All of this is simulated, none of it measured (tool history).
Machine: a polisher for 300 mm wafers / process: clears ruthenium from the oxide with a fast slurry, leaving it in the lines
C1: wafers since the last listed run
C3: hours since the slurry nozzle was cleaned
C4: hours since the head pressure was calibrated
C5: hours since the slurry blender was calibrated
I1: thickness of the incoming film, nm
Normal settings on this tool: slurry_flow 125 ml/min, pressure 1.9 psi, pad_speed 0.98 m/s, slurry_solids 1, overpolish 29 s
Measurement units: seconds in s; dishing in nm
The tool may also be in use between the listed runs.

{"run": 1, "day": 0.0, "slurry_flow": 105, "pressure": 1.9, "pad_speed": 0.98, "slurry_solids": 1, "overpolish": 29, "C1": 0, "wafers polished on this pad": 7, "C3": 633.6, "C4": 233, "C5": 38.1, "I1": 129.4, "seconds": 47, "dishing": 23.1}
{"run": 2, "day": 0.412, "slurry_flow": 105, "pressure": 1.9, "pad_speed": 0.98, "slurry_solids": 1, "overpolish": 29, "C1": 152, "wafers polished on this pad": 160, "C3": 643.5, "C4": 242.9, "C5": 48, "I1": 131.5, "seconds": 49.1, "dishing": 23.1}
{"run": 3, "day": 0.775, "slurry_flow": 125, "pressure": 1.9, "pad_speed": 0.98, "slurry_solids": 1, "overpolish": 23, "C1": 134, "wafers polished on this pad": 294, "C3": 652.2, "C4": 251.6, "C5": 56.7, "I1": 131.3, "seconds": 44.4, "dishing": 22.5}
{"run": 4, "day": 1.192, "slurry_flow": 125, "pressure": 1.9, "pad_speed": 0.98, "slurry_solids": 1, "overpolish": 23, "C1": 154, "wafers polished on this pad": 448, "C3": 662.2, "C4": 261.6, "C5": 66.7, "I1": 130.6, "seconds": 45.4, "dishing": 22.5}
{"run": 5, "day": 1.521, "slurry_flow": 125, "pressure": 1.3, "pad_speed": 0.98, "slurry_solids": 1, "overpolish": 23, "C1": 121, "wafers polished on this pad": 570, "C3": 670.1, "C4": 269.5, "C5": 74.6, "I1": 128.8, "seconds": 64.9, "dishing": 19.9}
{"run": 6, "day": 1.95, "slurry_flow": 125, "pressure": 1.9, "pad_speed": 1.08, "slurry_solids": 1, "overpolish": 29, "C1": 158, "wafers polished on this pad": 729, "C3": 680.4, "C4": 279.8, "C5": 84.9, "I1": 130.8, "seconds": 40.9, "dishing": 23.9}
{"run": 7, "day": 2.588, "slurry_flow": 125, "pressure": 1.9, "pad_speed": 1.08, "slurry_solids": 1, "overpolish": 29, "C1": 236, "wafers polished on this pad": 965, "C3": 695.7, "C4": 295.1, "C5": 100.2, "I1": 130.2, "seconds": 42.2, "dishing": 23.5}
{"run": 8, "day": 3.208, "slurry_flow": 125, "pressure": 1.9, "pad_speed": 1.08, "slurry_solids": 1, "overpolish": 29, "C1": 229, "wafers polished on this pad": 1195, "C3": 710.6, "C4": 310, "C5": 115.1, "I1": 128.7, "seconds": 40.7, "dishing": 23.8}
{"day": 3.896, "done": "worn pad replaced by a new one"}
{"run": 9, "day": 3.917, "slurry_flow": 125, "pressure": 1.9, "pad_speed": 0.98, "slurry_solids": 1, "overpolish": 29, "C1": 200, "wafers polished on this pad": 7, "C3": 727.6, "C4": 327, "C5": 132.1, "I1": 128.3, "seconds": 42.8, "dishing": 23.4}
{"run": 10, "day": 4.467, "slurry_flow": 125, "pressure": 1.9, "pad_speed": 0.98, "slurry_solids": 1, "overpolish": 29, "C1": 203, "wafers polished on this pad": 211, "C3": 740.8, "C4": 340.2, "C5": 145.3, "I1": 129, "seconds": 45.8, "dishing": 23}
{"run": 11, "day": 4.767, "slurry_flow": 125, "pressure": 1.9, "pad_speed": 0.9, "slurry_solids": 1, "overpolish": 29, "C1": 111, "wafers polished on this pad": 322, "C3": 748, "C4": 347.4, "C5": 152.5, "I1": 130.2, "seconds": 49.3, "dishing": 22.9}
{"run": 12, "day": 5.438, "slurry_flow": 125, "pressure": 1.9, "pad_speed": 0.9, "slurry_solids": 1, "overpolish": 29, "C1": 248, "wafers polished on this pad": 570, "C3": 764.1, "C4": 363.5, "C5": 168.6, "I1": 128.1, "seconds": 50.6, "dishing": 22.9}
{"run": 13, "day": 5.696, "slurry_flow": 125, "pressure": 1.9, "pad_speed": 0.98, "slurry_solids": 1, "overpolish": 29, "C1": 95, "wafers polished on this pad": 666, "C3": 770.3, "C4": 369.7, "C5": 174.8, "I1": 127.2, "seconds": 46.3, "dishing": 23.7}
{"run": 14, "day": 6.0, "slurry_flow": 160, "pressure": 1.5, "pad_speed": 0.98, "slurry_solids": 1, "overpolish": 34, "C1": 112, "wafers polished on this pad": 779, "C3": 777.6, "C4": 377, "C5": 182.1, "I1": 132.5, "seconds": 55.5, "dishing": 23.3}
{"run": 15, "day": 6.55, "slurry_flow": 125, "pressure": 1.9, "pad_speed": 0.64, "slurry_solids": 1, "overpolish": 15, "C1": 203, "wafers polished on this pad": 982, "C3": 790.8, "C4": 390.2, "C5": 195.3, "I1": 129.4, "seconds": 72.5, "dishing": 15.2}
{"run": 16, "day": 7.075, "slurry_flow": 125, "pressure": 1.9, "pad_speed": 0.98, "slurry_solids": 1.3, "overpolish": 29, "C1": 194, "wafers polished on this pad": 1177, "C3": 803.4, "C4": 402.8, "C5": 207.9, "I1": 128.3, "seconds": 41.4, "dishing": 23.5}
{"day": 7.267, "done": "worn pad replaced by a new one"}
{"run": 17, "day": 7.812, "slurry_flow": 125, "pressure": 1.9, "pad_speed": 0.84, "slurry_solids": 1, "overpolish": 29, "C1": 211, "wafers polished on this pad": 201, "C3": 821.1, "C4": 420.5, "C5": 225.6, "I1": 130.6, "seconds": 54.7, "dishing": 22.3}
{"day": 8.054, "done": "slurry nozzle cleaned"}
{"run": 18, "day": 8.179, "slurry_flow": 125, "pressure": 1.9, "pad_speed": 1.22, "slurry_solids": 1, "overpolish": 29, "C1": 120, "wafers polished on this pad": 322, "C3": 3, "C4": 429.3, "C5": 234.4, "I1": 130.4, "seconds": 34.2, "dishing": 24.7}
{"day": 8.638, "done": "head pressure recalibrated"}
{"run": 19, "day": 8.858, "slurry_flow": 125, "pressure": 1.9, "pad_speed": 0.98, "slurry_solids": 1, "overpolish": 29, "C1": 220, "wafers polished on this pad": 542, "C3": 19.3, "C4": 5.3, "C5": 250.7, "I1": 131.2, "seconds": 42.9, "dishing": 23.5}
{"run": 20, "day": 9.221, "slurry_flow": 125, "pressure": 1.9, "pad_speed": 0.98, "slurry_solids": 1, "overpolish": 19, "C1": 134, "wafers polished on this pad": 676, "C3": 28, "C4": 14, "C5": 259.4, "I1": 128, "seconds": 42.9, "dishing": 21.1}
{"run": 21, "day": 9.583, "slurry_flow": 125, "pressure": 1.9, "pad_speed": 0.84, "slurry_solids": 1, "overpolish": 29, "C1": 134, "wafers polished on this pad": 811, "C3": 36.7, "C4": 22.7, "C5": 268.1, "I1": 130.7, "seconds": 49.7, "dishing": 23.1}
{"day": 9.942, "done": "slurry blender recalibrated"}
{"run": 22, "day": 10.112, "slurry_flow": 90, "pressure": 1.9, "pad_speed": 0.98, "slurry_solids": 1.1, "overpolish": 29, "C1": 165, "wafers polished on this pad": 976, "C3": 49.4, "C4": 35.4, "C5": 4.1, "I1": 129.3, "seconds": 41.8, "dishing": 23.7}
{"day": 10.338, "done": "worn pad replaced by a new one"}
{"run": 23, "day": 10.504, "slurry_flow": 125, "pressure": 2.4, "pad_speed": 0.98, "slurry_solids": 1, "overpolish": 29, "C1": 83, "wafers polished on this pad": 61, "C3": 58.8, "C4": 44.8, "C5": 13.5, "I1": 130.9, "seconds": 30.6, "dishing": 24.6}
{"run": 24, "day": 10.921, "slurry_flow": 125, "pressure": 2.3, "pad_speed": 0.74, "slurry_solids": 1, "overpolish": 29, "C1": 154, "wafers polished on this pad": 215, "C3": 68.8, "C4": 54.8, "C5": 23.5, "I1": 132.4, "seconds": 44.1, "dishing": 23.4}
{"run": 25, "day": 11.633, "slurry_flow": 125, "pressure": 1.9, "pad_speed": 0.98, "slurry_solids": 1, "overpolish": 29, "C1": 263, "wafers polished on this pad": 479, "C3": 85.9, "C4": 71.9, "C5": 40.6, "I1": 130.5, "seconds": 38.8, "dishing": 23.7}
{"run": 26, "day": 11.996, "slurry_flow": 155, "pressure": 1.9, "pad_speed": 1.1, "slurry_solids": 1, "overpolish": 43, "C1": 134, "wafers polished on this pad": 613, "C3": 94.6, "C4": 80.6, "C5": 49.3, "I1": 128.5, "seconds": 33, "dishing": 24.9}
{"run": 27, "day": 12.458, "slurry_flow": 125, "pressure": 1.4, "pad_speed": 1.18, "slurry_solids": 0.85, "overpolish": 29, "C1": 171, "wafers polished on this pad": 784, "C3": 105.7, "C4": 91.7, "C5": 60.4, "I1": 129.3, "seconds": 49.7, "dishing": 22.9}
{"day": 13.767, "done": "worn pad replaced by a new one"}
{"run": 28, "day": 14.442, "slurry_flow": 125, "pressure": 1.5, "pad_speed": 0.66, "slurry_solids": 1.3, "overpolish": 13, "C1": 672, "wafers polished on this pad": 250, "C3": 153.3, "C4": 139.3, "C5": 108, "I1": 131.4, "seconds": 68.4, "dishing": 14.4}
{"run": 29, "day": 15.125, "slurry_flow": 125, "pressure": 2.1, "pad_speed": 1.22, "slurry_solids": 1.2, "overpolish": 29, "C1": 253, "wafers polished on this pad": 503, "C3": 169.7, "C4": 155.7, "C5": 124.4, "I1": 131, "seconds": 27.8, "dishing": 24.6}

3 ways to go on from here, each from the tool as it stands after run 29. What would each give?
{"run": "A", "day": 15.142, "slurry_flow": 125, "pressure": 2.5, "pad_speed": 0.98, "slurry_solids": 1, "overpolish": 29, "C1": 6, "wafers polished on this pad": 509, "C3": 170.1, "C4": 156.1, "C5": 124.8, "I1": 130, "seconds": "?", "dishing": "?"}
{"run": "B", "day": 15.142, "slurry_flow": 125, "pressure": 1.9, "pad_speed": 1.26, "slurry_solids": 1, "overpolish": 29, "C1": 6, "wafers polished on this pad": 509, "C3": 170.1, "C4": 156.1, "C5": 124.8, "I1": 130, "seconds": "?", "dishing": "?"}
{"run": "C", "day": 15.142, "slurry_flow": 140, "pressure": 1.9, "pad_speed": 0.72, "slurry_solids": 1, "overpolish": 29, "C1": 6, "wafers polished on this pad": 509, "C3": 170.1, "C4": 156.1, "C5": 124.8, "I1": 130, "seconds": "?", "dishing": "?"}

run=A seconds=32.5 dishing=24.3
run=B seconds=33.3 dishing=24.3
run=C seconds=56.7 dishing=22.4
Had the tool no hidden state, the same runs would have come out as:
run=A seconds=30.4 dishing=24.4
run=B seconds=31.1 dishing=24.4
run=C seconds=53.2 dishing=22.7

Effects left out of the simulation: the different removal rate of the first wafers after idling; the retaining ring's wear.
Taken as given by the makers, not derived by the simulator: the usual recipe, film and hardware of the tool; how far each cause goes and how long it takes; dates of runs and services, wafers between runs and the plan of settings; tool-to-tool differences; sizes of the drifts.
